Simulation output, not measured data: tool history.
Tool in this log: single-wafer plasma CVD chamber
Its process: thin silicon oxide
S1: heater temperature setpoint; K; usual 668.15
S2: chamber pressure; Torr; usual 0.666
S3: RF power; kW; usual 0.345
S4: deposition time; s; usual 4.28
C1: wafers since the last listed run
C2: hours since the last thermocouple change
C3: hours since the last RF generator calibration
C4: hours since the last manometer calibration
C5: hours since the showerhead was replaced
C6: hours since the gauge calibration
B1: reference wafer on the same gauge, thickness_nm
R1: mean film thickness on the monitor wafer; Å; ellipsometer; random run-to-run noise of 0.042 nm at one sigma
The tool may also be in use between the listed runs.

{"run": 1, "hour": 0.0, "S1": 668.15, "S2": 0.666, "S3": 0.345, "S4": 4.28, "C1": 0, "C2": 1562.3, "C3": 1284.6, "C4": 1250.9, "C5": 5732.2, "C6": 187.7, "B1": 7.474, "R1": 71.14}
{"run": 2, "hour": 10.0, "S1": 668.15, "S2": 0.666, "S3": 0.345, "S4": 4.28, "C1": 295, "C2": 1572.3, "C3": 1294.6, "C4": 1260.9, "C5": 5742.2, "C6": 197.7, "B1": 7.478, "R1": 71.27}
{"run": 3, "hour": 23.3, "S1": 668.15, "S2": 0.666, "S3": 0.295, "S4": 4.28, "C1": 393, "C2": 1585.6, "C3": 1307.9, "C4": 1274.2, "C5": 5755.5, "C6": 211.0, "B1": 7.472, "R1": 63.07}
{"run": 4, "hour": 35.1, "S1": 668.15, "S2": 0.666, "S3": 0.295, "S4": 4.28, "C1": 348, "C2": 1597.4, "C3": 1319.7, "C4": 1286.0, "C5": 5767.3, "C6": 222.8, "B1": 7.476, "R1": 62.57}
{"run": 5, "hour": 42.2, "S1": 668.15, "S2": 0.666, "S3": 0.295, "S4": 4.28, "C1": 209, "C2": 1604.5, "C3": 1326.8, "C4": 1293.1, "C5": 5774.4, "C6": 229.9, "B1": 7.479, "R1": 61.82}
{"run": 6, "hour": 60.1, "S1": 668.15, "S2": 0.666, "S3": 0.345, "S4": 4.28, "C1": 529, "C2": 1622.4, "C3": 1344.7, "C4": 1311.0, "C5": 5792.3, "C6": 247.8, "B1": 7.482, "R1": 70.93}
{"run": 7, "hour": 73.6, "S1": 668.15, "S2": 0.666, "S3": 0.345, "S4": 4.28, "C1": 399, "C2": 1635.9, "C3": 1358.2, "C4": 1324.5, "C5": 5805.8, "C6": 261.3, "B1": 7.48, "R1": 70.5}
{"run": 8, "hour": 86.9, "S1": 668.15, "S2": 0.666, "S3": 0.345, "S4": 4.28, "C1": 393, "C2": 1649.2, "C3": 1371.5, "C4": 1337.8, "C5": 5819.1, "C6": 274.6, "B1": 7.488, "R1": 70.79}
{"run": 9, "hour": 103.2, "S1": 668.15, "S2": 0.666, "S3": 0.345, "S4": 4.28, "C1": 481, "C2": 1665.5, "C3": 1387.8, "C4": 1354.1, "C5": 5835.4, "C6": 290.9, "B1": 7.485, "R1": 70.07}
{"run": 10, "hour": 114.4, "S1": 668.15, "S2": 0.666, "S3": 0.345, "S4": 4.28, "C1": 331, "C2": 1676.7, "C3": 1399.0, "C4": 1365.3, "C5": 5846.6, "C6": 302.1, "B1": 7.467, "R1": 71.11}
{"run": 11, "hour": 126.2, "S1": 668.15, "S2": 0.666, "S3": 0.345, "S4": 3.86, "C1": 348, "C2": 1688.5, "C3": 1410.8, "C4": 1377.1, "C5": 5858.4, "C6": 313.9, "B1": 7.474, "R1": 63.93}
{"hour": 136.1, "done": "capacitance manometer re-zeroed and calibrated"}
{"run": 12, "hour": 141.4, "S1": 668.15, "S2": 0.708, "S3": 0.345, "S4": 4.28, "C1": 212, "C2": 1703.7, "C3": 1426.0, "C4": 5.3, "C5": 5873.6, "C6": 329.1, "B1": 7.476, "R1": 74.76}
{"run": 13, "hour": 157.8, "S1": 668.15, "S2": 0.666, "S3": 0.345, "S4": 4.28, "C1": 484, "C2": 1720.1, "C3": 1442.4, "C4": 21.7, "C5": 5890.0, "C6": 345.5, "B1": 7.478, "R1": 70.47}
{"run": 14, "hour": 171.7, "S1": 668.15, "S2": 0.666, "S3": 0.345, "S4": 3.64, "C1": 410, "C2": 1734.0, "C3": 1456.3, "C4": 35.6, "C5": 5903.9, "C6": 359.4, "B1": 7.479, "R1": 59.77}
{"run": 15, "hour": 188.6, "S1": 668.15, "S2": 0.666, "S3": 0.345, "S4": 4.28, "C1": 499, "C2": 1750.9, "C3": 1473.2, "C4": 52.5, "C5": 5920.8, "C6": 376.3, "B1": 7.496, "R1": 69.88}
{"hour": 200.4, "done": "showerhead replaced, of another model than before"}
{"hour": 207.1, "done": "thermocouple changed; heater temperature recalibrated"}
{"run": 16, "hour": 207.6, "S1": 677.15, "S2": 0.666, "S3": 0.415, "S4": 4.28, "C1": 125, "C2": 0.5, "C3": 1492.2, "C4": 71.5, "C5": 7.2, "C6": 395.3, "B1": 7.48, "R1": 78.86}
{"run": 17, "hour": 216.4, "S1": 659.15, "S2": 0.666, "S3": 0.375, "S4": 4.98, "C1": 260, "C2": 9.3, "C3": 1501.0, "C4": 80.3, "C5": 16.0, "C6": 404.1, "B1": 7.479, "R1": 86.91}
{"run": 18, "hour": 230.2, "S1": 668.15, "S2": 0.525, "S3": 0.345, "S4": 4.28, "C1": 407, "C2": 23.1, "C3": 1514.8, "C4": 94.1, "C5": 29.8, "C6": 417.9, "B1": 7.484, "R1": 56.76}
{"hour": 246.8, "done": "gauge calibrated"}
{"run": 19, "hour": 247.6, "S1": 668.15, "S2": 0.666, "S3": 0.345, "S4": 4.28, "C1": 514, "C2": 40.5, "C3": 1532.2, "C4": 111.5, "C5": 47.2, "C6": 0.8, "B1": 7.478, "R1": 67.65}
{"run": 20, "hour": 256.0, "S1": 680.15, "S2": 0.713, "S3": 0.32, "S4": 3.79, "C1": 248, "C2": 48.9, "C3": 1540.6, "C4": 119.9, "C5": 55.6, "C6": 9.2, "B1": 7.478, "R1": 56.31}
{"run": 21, "hour": 270.4, "S1": 668.15, "S2": 0.666, "S3": 0.32, "S4": 4.28, "C1": 425, "C2": 63.3, "C3": 1555.0, "C4": 134.3, "C5": 70.0, "C6": 23.6, "B1": 7.467, "R1": 61.22}
{"hour": 279.8, "done": "RF generator calibrated"}
{"run": 22, "hour": 287.2, "S1": 668.15, "S2": 0.666, "S3": 0.295, "S4": 4.28, "C1": 260, "C2": 80.1, "C3": 7.4, "C4": 151.1, "C5": 86.8, "C6": 40.4, "B1": 7.473, "R1": 62.31}
{"run": 23, "hour": 297.4, "S1": 668.15, "S2": 0.666, "S3": 0.345, "S4": 4.28, "C1": 301, "C2": 90.3, "C3": 17.6, "C4": 161.3, "C5": 97.0, "C6": 50.6, "B1": 7.479, "R1": 74.63}
{"run": 24, "hour": 304.9, "S1": 668.15, "S2": 0.666, "S3": 0.345, "S4": 4.28, "C1": 221, "C2": 97.8, "C3": 25.1, "C4": 168.8, "C5": 104.5, "C6": 58.1, "B1": 7.483, "R1": 73.89}
{"run": 25, "hour": 322.5, "S1": 668.15, "S2": 0.593, "S3": 0.37, "S4": 4.28, "C1": 520, "C2": 115.4, "C3": 42.7, "C4": 186.4, "C5": 122.1, "C6": 75.7, "B1": 7.468, "R1": 72.77}
{"run": 26, "hour": 338.8, "S1": 682.15, "S2": 0.594, "S3": 0.345, "S4": 4.28, "C1": 481, "C2": 131.7, "C3": 59.0, "C4": 202.7, "C5": 138.4, "C6": 92.0, "B1": 7.49, "R1": 67.44}
{"run": 27, "hour": 353.2, "S1": 672.15, "S2": 0.815, "S3": 0.405, "S4": 4.28, "C1": 425, "C2": 146.1, "C3": 73.4, "C4": 217.1, "C5": 152.8, "C6": 106.4, "B1": 7.464, "R1": 98.43}
{"run": 28, "hour": 368.4, "S1": 663.15, "S2": 0.666, "S3": 0.345, "S4": 4.02, "C1": 449, "C2": 161.3, "C3": 88.6, "C4": 232.3, "C5": 168.0, "C6": 121.6, "B1": 7.468, "R1": 70.27}
{"run": 29, "hour": 377.6, "S1": 680.15, "S2": 0.666, "S3": 0.345, "S4": 4.86, "C1": 271, "C2": 170.5, "C3": 97.8, "C4": 241.5, "C5": 177.2, "C6": 130.8, "B1": 7.484, "R1": 83.71}
{"run": 30, "hour": 388.0, "S1": 668.15, "S2": 0.666, "S3": 0.345, "S4": 4.28, "C1": 307, "C2": 180.9, "C3": 108.2, "C4": 251.9, "C5": 187.6, "C6": 141.2, "B1": 7.473, "R1": 73.98}

Hidden condition of the tool, last listed run before each entry between runs versus first listed run after:
Between runs 11 and 12: capacitance manometer re-zeroed and calibrated (hour 136.1)
  delivered RF power above the setpoint (%): -9.28 -> -9.36
  measured value less the no-hidden-state value, R1: -4.54 -> -5.37 Å
Between runs 15 and 16: showerhead replaced, of another model than before (hour 200.4); thermocouple changed; heater temperature recalibrated (hour 207.1)
  delivered RF power above the setpoint (%): -9.63 -> -9.73
  measured value less the no-hidden-state value, R1: -5.19 -> -7.57 Å
Between runs 18 and 19: gauge calibrated (hour 246.8)
  delivered RF power above the setpoint (%): -9.86 -> -9.96
  measured value less the no-hidden-state value, R1: -6.87 -> -8.29 Å
Between runs 21 and 22: RF generator calibrated (hour 279.8)
  delivered RF power above the setpoint (%): -10.1 -> -1.29
  measured value less the no-hidden-state value, R1: -8.44 -> -0.95 Å

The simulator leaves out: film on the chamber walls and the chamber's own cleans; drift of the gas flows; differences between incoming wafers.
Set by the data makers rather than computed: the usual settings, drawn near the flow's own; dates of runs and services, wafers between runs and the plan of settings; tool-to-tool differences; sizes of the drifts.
